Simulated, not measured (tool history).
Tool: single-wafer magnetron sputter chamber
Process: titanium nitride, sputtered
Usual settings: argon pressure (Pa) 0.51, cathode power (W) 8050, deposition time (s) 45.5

run,hour,argon pressure (Pa),cathode power (W),deposition time (s),wafers since the last listed run,wafers on the sputter target,hours since the last manometer calibration,hours since the magnet pack was replaced,hours since the gauge calibration,"read-back reference wafer on the same gauge, thickness_nm",mean film thickness on the monitor wafer (Å)
1,0,0.51,8050,45.5,0,5180,1896,6406,913.3,75.202,668.13
2,16.5,0.51,8050,45.5,377,5558,1912.5,6422.5,929.8,75.141,664.84
3,41.8,0.51,8050,45.5,579,6137,1937.8,6447.8,955.1,75.193,668.32
4,68,0.51,8050,45.5,599,6737,1964,6474,981.3,75.223,666.98
5,82.9,0.557,8050,45.5,341,7078,1978.9,6488.9,996.2,75.172,656.51
6,101.5,0.557,8050,45.5,425,7504,1997.5,6507.5,1014.8,75.177,651.65
7,119.2,0.51,8050,38.3,405,7909,2015.2,6525.2,1032.5,75.214,557.14
8,134.7,0.648,8050,42.3,354,8264,2030.7,6540.7,1048,75.268,584.74
# hour 137.5: gauge calibrated
9,152.4,0.648,8050,42.3,405,8670,2048.4,6558.4,14.9,75.203,584.24
# hour 191: sputter target and shields replaced
10,191.5,0.648,8050,42.3,712,12,2087.5,6597.5,54,75.208,593.89
11,233.3,0.374,8050,45.5,957,969,2129.3,6639.3,95.8,75.222,705.08
12,258.6,0.635,8050,45.5,579,1548,2154.6,6664.6,121.1,75.159,642.76
13,282.4,0.51,7500,48.6,544,2093,2178.4,6688.4,144.9,75.185,669.64
14,299.2,0.51,7500,48.6,384,2478,2195.2,6705.2,161.7,75.226,670.68
15,329.9,0.352,9850,37.9,702,3181,2225.9,6735.9,192.4,75.301,719.27
16,357.6,0.51,8050,45.5,634,3815,2253.6,6763.6,220.1,75.139,671.35
# hour 371: magnet pack replaced
17,374.1,0.585,9100,53.7,194,4010,2270.1,3.1,236.6,75.186,863.68
18,392.8,0.692,9150,45.5,428,4438,2288.8,21.8,255.3,75.264,708.67
19,426.4,0.51,6600,45.5,769,5207,2322.4,55.4,288.9,75.207,557.04
20,450.8,0.51,9950,40.4,558,5766,2346.8,79.8,313.3,75.156,727.98
21,482.8,0.404,6600,50.8,732,6499,2378.8,111.8,345.3,75.191,642.56
22,508.5,0.676,9400,45.5,588,7087,2404.5,137.5,371,75.211,728.86
23,525.9,0.51,8050,45.5,398,7486,2421.9,154.9,388.4,75.204,662.38
24,542.7,0.51,7500,48.6,384,7870,2438.7,171.7,405.2,75.135,667.18
# hour 567.2: capacitance manometer re-zeroed and calibrated
# hour 581.4: sputter target and shields replaced
25,581.9,0.575,8050,40.9,531,11,14.7,210.9,444.4,75.215,574.69
26,594.2,0.361,6050,53.2,281,292,27,223.2,456.7,75.189,626.37
27,619.9,0.51,8050,41.2,588,881,52.7,248.9,482.4,75.247,594.12
28,645.5,0.432,6200,45.5,586,1467,78.3,274.5,508,75.117,531.78
29,681.2,0.51,8050,42.1,817,2284,114,310.2,543.7,75.201,609.6
30,717,0.457,9950,40.9,819,3104,149.8,346,579.5,75.172,737.03
31,751.9,0.677,7150,52.5,799,3903,184.7,380.9,614.4,75.146,634.95
32,770.9,0.51,8050,45.5,435,4338,203.7,399.9,633.4,75.229,655.4
33,790.3,0.314,8050,51.8,444,4783,223.1,419.3,652.8,75.235,814.05
34,814.4,0.51,8050,45.5,551,5334,247.2,443.4,676.9,75.196,655.19
35,847.2,0.51,8050,45.5,751,6085,280,476.2,709.7,75.112,655.67
36,870.6,0.557,8050,45.5,535,6621,303.4,499.6,733.1,75.212,640.59

Forecast each of these 3 alternatives for the next run:
A,871,0.51,8050,53.6,9,6630,303.8,500,733.5,?,?
B,871,0.708,7350,49.9,9,6630,303.8,500,733.5,?,?
C,871,0.51,9600,37.7,9,6630,303.8,500,733.5,?,?

run,"read-back reference wafer on the same gauge, thickness_nm",mean film thickness on the monitor wafer (Å)
A,75.145,772.19
B,75.145,609.85
C,75.145,642.07
Without the tool's hidden state the same runs would have given:
run,mean film thickness on the monitor wafer (Å)
A,779.99
B,615.98
C,648.56

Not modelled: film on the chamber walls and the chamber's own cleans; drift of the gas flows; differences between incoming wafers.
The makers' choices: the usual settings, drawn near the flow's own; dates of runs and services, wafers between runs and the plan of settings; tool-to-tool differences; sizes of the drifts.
